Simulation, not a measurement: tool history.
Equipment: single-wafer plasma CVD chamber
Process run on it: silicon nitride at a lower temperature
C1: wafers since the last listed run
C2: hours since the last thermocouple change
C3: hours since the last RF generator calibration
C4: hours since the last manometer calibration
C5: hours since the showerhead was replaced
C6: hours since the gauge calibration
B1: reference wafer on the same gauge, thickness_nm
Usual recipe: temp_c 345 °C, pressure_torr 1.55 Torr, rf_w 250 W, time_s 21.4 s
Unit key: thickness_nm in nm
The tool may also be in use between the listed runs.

Run 1, hour 0: usual settings; C1 0; C2 1.1; C3 2664.5; C4 1790.6; C5 6151.1; C6 347.8; B1 23.108. Result: thickness_nm 20.551 nm.
Run 2, hour 11.8: usual settings but time_s 23.9 s; C1 457; C2 12.9; C3 2676.3; C4 1802.4; C5 6162.9; C6 359.6; B1 23.096. Result: thickness_nm 23.066 nm.
Run 3, hour 25.3: usual settings but time_s 23.9 s; C1 523; C2 26.4; C3 2689.8; C4 1815.9; C5 6176.4; C6 373.1; B1 23.106. Result: thickness_nm 22.944 nm.
At hour 28.7: gauge calibrated.
Run 4, hour 34.1: usual settings; C1 341; C2 35.2; C3 2698.6; C4 1824.7; C5 6185.2; C6 5.4; B1 23.141. Result: thickness_nm 20.586 nm.
Run 5, hour 46.2: usual settings; C1 469; C2 47.3; C3 2710.7; C4 1836.8; C5 6197.3; C6 17.5; B1 23.128. Result: thickness_nm 20.648 nm.
Run 6, hour 55.1: usual settings; C1 345; C2 56.2; C3 2719.6; C4 1845.7; C5 6206.2; C6 26.4; B1 23.105. Result: thickness_nm 20.646 nm.
Run 7, hour 61.5: usual settings but pressure_torr 1.24 Torr, time_s 25 s; C1 248; C2 62.6; C3 2726; C4 1852.1; C5 6212.6; C6 32.8; B1 23.102. Result: thickness_nm 22.593 nm.
Run 8, hour 77.8: usual settings but temp_c 356 °C; C1 631; C2 78.9; C3 2742.3; C4 1868.4; C5 6228.9; C6 49.1; B1 23.106. Result: thickness_nm 20.563 nm.
Run 9, hour 87.8: usual settings but pressure_torr 1.8 Torr, rf_w 205 W, time_s 17.2 s; C1 387; C2 88.9; C3 2752.3; C4 1878.4; C5 6238.9; C6 59.1; B1 23.135. Result: thickness_nm 15.095 nm.
At hour 104.3: showerhead replaced.
Run 10, hour 104.8: usual settings; C1 348; C2 105.9; C3 2769.3; C4 1895.4; C5 0.5; C6 76.1; B1 23.128. Result: thickness_nm 20.55 nm.
Run 11, hour 115.3: usual settings but temp_c 340 °C, pressure_torr 1.79 Torr; C1 407; C2 116.4; C3 2779.8; C4 1905.9; C5 11; C6 86.6; B1 23.093. Result: thickness_nm 21.418 nm.
Run 12, hour 131.8: usual settings but temp_c 333 °C; C1 639; C2 132.9; C3 2796.3; C4 1922.4; C5 27.5; C6 103.1; B1 23.114. Result: thickness_nm 20.601 nm.
Run 13, hour 140.2: usual settings; C1 325; C2 141.3; C3 2804.7; C4 1930.8; C5 35.9; C6 111.5; B1 23.112. Result: thickness_nm 20.547 nm.
Run 14, hour 157.7: usual settings; C1 678; C2 158.8; C3 2822.2; C4 1948.3; C5 53.4; C6 129; B1 23.083. Result: thickness_nm 20.623 nm.
Run 15, hour 165.4: usual settings but pressure_torr 1.3 Torr, time_s 23.1 s; C1 298; C2 166.5; C3 2829.9; C4 1956; C5 61.1; C6 136.7; B1 23.1. Result: thickness_nm 21.277 nm.
At hour 174.3: RF generator calibrated.
Run 16, hour 182.4: usual settings but time_s 25.2 s; C1 348; C2 183.5; C3 8.1; C4 1973; C5 78.1; C6 153.7; B1 23.073. Result: thickness_nm 23.509 nm.
At hour 192.6: capacitance manometer re-zeroed and calibrated.
Run 17, hour 193.1: usual settings but rf_w 205 W; C1 104; C2 194.2; C3 18.8; C4 0.5; C5 88.8; C6 164.4; B1 23.114. Result: thickness_nm 17.404 nm.
Run 18, hour 197.7: usual settings; C1 178; C2 198.8; C3 23.4; C4 5.1; C5 93.4; C6 169; B1 23.095. Result: thickness_nm 19.89 nm.
Run 19, hour 220.9: usual settings but pressure_torr 1.74 Torr, rf_w 265 W, time_s 23.5 s; C1 899; C2 222; C3 46.6; C4 28.3; C5 116.6; C6 192.2; B1 23.077. Result: thickness_nm 23.392 nm.
Run 20, hour 268.3: usual settings but pressure_torr 1.23 Torr, rf_w 220 W, time_s 24.3 s; C1 1837; C2 269.4; C3 94; C4 75.7; C5 164; C6 239.6; B1 23.111. Result: thickness_nm 19.422 nm.
Run 21, hour 280.4: usual settings but rf_w 225 W, time_s 18.8 s; C1 469; C2 281.5; C3 106.1; C4 87.8; C5 176.1; C6 251.7; B1 23.101. Result: thickness_nm 16.27 nm.
Run 22, hour 292.3: usual settings; C1 461; C2 293.4; C3 118; C4 99.7; C5 188; C6 263.6; B1 23.113. Result: thickness_nm 19.879 nm.
At hour 314.9: RF generator calibrated, repeated, since the last time left the tool worse.
Run 23, hour 315.4: usual settings but time_s 24.3 s; C1 585; C2 316.5; C3 0.5; C4 122.8; C5 211.1; C6 286.7; B1 23.086. Result: thickness_nm 24.143 nm.
Run 24, hour 320: usual settings but pressure_torr 1.7 Torr, rf_w 230 W, time_s 19.7 s; C1 178; C2 321.1; C3 5.1; C4 127.4; C5 215.7; C6 291.3; B1 23.11. Result: thickness_nm 18.999 nm.
Run 25, hour 333.6: usual settings but temp_c 335 °C; C1 527; C2 334.7; C3 18.7; C4 141; C5 229.3; C6 304.9; B1 23.072. Result: thickness_nm 21.356 nm.
Run 26, hour 349.6: usual settings; C1 620; C2 350.7; C3 34.7; C4 157; C5 245.3; C6 320.9; B1 23.119. Result: thickness_nm 21.26 nm.
Run 27, hour 360.2: usual settings but temp_c 360 °C, pressure_torr 1.83 Torr; C1 410; C2 361.3; C3 45.3; C4 167.6; C5 255.9; C6 331.5; B1 23.086. Result: thickness_nm 22.065 nm.
Run 28, hour 373.2: usual settings but rf_w 270 W, time_s 20.1 s; C1 503; C2 374.3; C3 58.3; C4 180.6; C5 268.9; C6 344.5; B1 23.073. Result: thickness_nm 21.027 nm.

Forecast each of these 4 alternatives for the next run:
Run A, hour 373.6: usual settings; C1 15; C2 374.7; C3 58.7; C4 181; C5 269.3; C6 344.9; B1 ?. Result: thickness_nm ?.
Run B, hour 373.6: usual settings but pressure_torr 1.76 Torr, rf_w 290 W, time_s 19.9 s; C1 15; C2 374.7; C3 58.7; C4 181; C5 269.3; C6 344.9; B1 ?. Result: thickness_nm ?.
Run C, hour 373.6: usual settings but temp_c 339 °C, pressure_torr 1.25 Torr, rf_w 210 W, time_s 24.3 s; C1 15; C2 374.7; C3 58.7; C4 181; C5 269.3; C6 344.9; B1 ?. Result: thickness_nm ?.
Run D, hour 373.6: usual settings but pressure_torr 1.9 Torr; C1 15; C2 374.7; C3 58.7; C4 181; C5 269.3; C6 344.9; B1 ?. Result: thickness_nm ?.

run      B1  thickness_nm
  A  23.089        21.298
  B  23.089        22.577
  C  23.089        20.312
  D  23.089        22.488
Without the tool's unlogged condition, the same runs would have read:
run  thickness_nm
  A        21.382
  B        22.663
  C        20.396
  D        22.577
